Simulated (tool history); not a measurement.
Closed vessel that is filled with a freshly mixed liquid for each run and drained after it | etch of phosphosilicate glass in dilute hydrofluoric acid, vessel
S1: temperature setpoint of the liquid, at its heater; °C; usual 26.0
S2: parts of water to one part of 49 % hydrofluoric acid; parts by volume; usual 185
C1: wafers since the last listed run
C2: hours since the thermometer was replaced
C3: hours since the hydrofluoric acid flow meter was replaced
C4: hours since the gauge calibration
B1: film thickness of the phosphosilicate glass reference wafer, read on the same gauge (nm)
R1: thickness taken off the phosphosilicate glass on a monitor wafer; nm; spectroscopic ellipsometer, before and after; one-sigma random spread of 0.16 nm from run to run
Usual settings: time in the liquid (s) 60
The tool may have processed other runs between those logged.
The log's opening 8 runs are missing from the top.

run 9 day=17.758 | S1=27.5 S2=185 time_in_the_liquid_(s)=60 | C1=5032 C2=1442.4 C3=218.0 C4=402.2 | B1=99.97 | R1=24.55
run 10 day=19.983 | S1=27.5 S2=185 time_in_the_liquid_(s)=60 | C1=7186 C2=1495.8 C3=271.4 C4=455.6 | B1=99.96 | R1=24.79
run 11 day=21.938 | S1=26.0 S2=155 time_in_the_liquid_(s)=60 | C1=6311 C2=1542.7 C3=318.3 C4=502.5 | B1=99.99 | R1=28.88
-- day=23.492 thermometer replaced
run 12 day=24.283 | S1=22.5 S2=185 time_in_the_liquid_(s)=60 | C1=7441 C2=19.0 C3=374.6 C4=558.8 | B1=99.98 | R1=20.38
run 13 day=25.696 | S1=22.5 S2=185 time_in_the_liquid_(s)=60 | C1=4561 C2=52.9 C3=408.5 C4=592.7 | B1=100.04 | R1=20.23
run 14 day=26.867 | S1=26.0 S2=185 time_in_the_liquid_(s)=60 | C1=3781 C2=81.0 C3=436.6 C4=620.8 | B1=99.99 | R1=23.19
run 15 day=31.925 | S1=26.0 S2=185 time_in_the_liquid_(s)=60 | C1=16336 C2=202.4 C3=558.0 C4=742.2 | B1=100.01 | R1=22.90
run 16 day=33.283 | S1=26.0 S2=185 time_in_the_liquid_(s)=85 | C1=4386 C2=235.0 C3=590.6 C4=774.8 | B1=99.98 | R1=32.59
run 17 day=34.567 | S1=24.5 S2=150 time_in_the_liquid_(s)=60 | C1=4144 C2=265.8 C3=621.4 C4=805.6 | B1=99.98 | R1=27.86
run 18 day=36.558 | S1=22.5 S2=185 time_in_the_liquid_(s)=60 | C1=6432 C2=313.6 C3=669.2 C4=853.4 | B1=100.00 | R1=20.00
run 19 day=37.633 | S1=28.0 S2=100 time_in_the_liquid_(s)=90 | C1=3471 C2=339.4 C3=695.0 C4=879.2 | B1=99.98 | R1=76.18
run 20 day=39.521 | S1=24.0 S2=155 time_in_the_liquid_(s)=80 | C1=6096 C2=384.7 C3=740.3 C4=924.5 | B1=99.97 | R1=34.74
run 21 day=40.575 | S1=30.0 S2=185 time_in_the_liquid_(s)=40 | C1=3404 C2=410.0 C3=765.6 C4=949.8 | B1=99.98 | R1=17.37
-- day=40.696 gauge calibrated
run 22 day=41.746 | S1=26.0 S2=255 time_in_the_liquid_(s)=60 | C1=3781 C2=438.1 C3=793.7 C4=25.2 | B1=99.98 | R1=15.14
run 23 day=44.192 | S1=26.0 S2=185 time_in_the_liquid_(s)=60 | C1=7899 C2=496.8 C3=852.4 C4=83.9 | B1=99.95 | R1=22.42
-- day=45.183 hydrofluoric acid flow meter replaced
run 24 day=50.017 | S1=22.5 S2=185 time_in_the_liquid_(s)=60 | C1=18678 C2=636.6 C3=116.0 C4=223.7 | B1=100.03 | R1=20.55
run 25 day=52.312 | S1=28.5 S2=235 time_in_the_liquid_(s)=95 | C1=7414 C2=691.7 C3=171.1 C4=278.8 | B1=100.03 | R1=30.05
run 26 day=54.438 | S1=26.0 S2=185 time_in_the_liquid_(s)=75 | C1=6863 C2=742.7 C3=222.1 C4=329.8 | B1=100.01 | R1=29.27
run 27 day=56.196 | S1=26.0 S2=185 time_in_the_liquid_(s)=90 | C1=5678 C2=784.9 C3=264.3 C4=372.0 | B1=100.02 | R1=34.61
run 28 day=58.129 | S1=26.0 S2=185 time_in_the_liquid_(s)=30 | C1=6244 C2=831.3 C3=310.7 C4=418.4 | B1=99.95 | R1=11.46
run 29 day=60.692 | S1=26.0 S2=185 time_in_the_liquid_(s)=60 | C1=8276 C2=892.8 C3=372.2 C4=479.9 | B1=100.02 | R1=23.01
run 30 day=63.658 | S1=26.0 S2=185 time_in_the_liquid_(s)=80 | C1=9581 C2=964.0 C3=443.4 C4=551.1 | B1=100.01 | R1=30.24

Predict each of these 3 candidate next runs independently; none follows another, all start after run 30:
run A day=63.688 | S1=26.0 S2=185 time_in_the_liquid_(s)=95 | C1=94 C2=964.7 C3=444.1 C4=551.8 | B1=? | R1=?
run B day=63.688 | S1=28.0 S2=185 time_in_the_liquid_(s)=60 | C1=94 C2=964.7 C3=444.1 C4=551.8 | B1=? | R1=?
run C day=63.688 | S1=31.0 S2=110 time_in_the_liquid_(s)=80 | C1=94 C2=964.7 C3=444.1 C4=551.8 | B1=? | R1=?

run=A B1=100.02 R1=36.55
run=B B1=100.02 R1=24.81
run=C B1=100.02 R1=68.47
Take away the tool's hidden state, keep each run's random variation, and the runs would have read:
run=A R1=37.29
run=B R1=25.31
run=C R1=69.78

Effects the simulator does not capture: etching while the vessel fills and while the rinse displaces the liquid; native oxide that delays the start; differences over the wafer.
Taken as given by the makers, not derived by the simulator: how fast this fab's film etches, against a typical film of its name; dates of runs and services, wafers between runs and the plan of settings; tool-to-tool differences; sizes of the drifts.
